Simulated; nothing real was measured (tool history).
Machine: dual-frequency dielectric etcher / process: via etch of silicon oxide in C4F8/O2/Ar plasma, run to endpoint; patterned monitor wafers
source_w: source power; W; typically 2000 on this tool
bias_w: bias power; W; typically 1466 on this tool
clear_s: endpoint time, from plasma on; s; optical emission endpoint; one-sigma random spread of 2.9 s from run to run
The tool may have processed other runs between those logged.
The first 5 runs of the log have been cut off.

run   hour  source_w  bias_w  incoming incoming film thickness, nm  clear_s
  6   67.2      2000    1757                                2188.8    436.2
  7   83.2      2000    1757                                2189.7    439.9
  8   97.9      2000    1466                                2199.5    470.8
  9  113.2      2000    1466                                2172.2    461.2
 10  122.5      1510    1351                                  2183    544.5
 11  138.4      1610    1368                                2181.5    527.4
 12  152.5      2220    1678                                2143.9    418.8
 13    163      2230    1466                                2188.7    443.8
     191.2  -- wet clean of the chamber
 14  191.7      2000    1466                                  2166    458.2
 15  192.1      2330    1263                                2175.3    457.1
 16  204.6      2180    1711                                2191.9    428.3
     270.6  -- upper electrode replaced
 17  271.1      2000    1276                                2191.8    496.8
 18  271.5      2000    1212                                2198.9    510.2
 19  280.2      1720    1351                                2187.4    520.5
 20  294.1      2000    1466                                2180.5    463.7
 21  310.9      2000    1686                                2183.3    441.1
 22  317.9      2000    1816                                2174.8    431.7

What will run 23 give?
     321.9  -- source power generator calibrated
     324.8  -- bias power generator calibrated
 23  332.4      1730    1832                                2151.8        ?

Run 23 produced clear_s 450.2 s.
On a tool with no hidden condition, and with the same random variation, this run would have come out at clear_s 450.2 s.
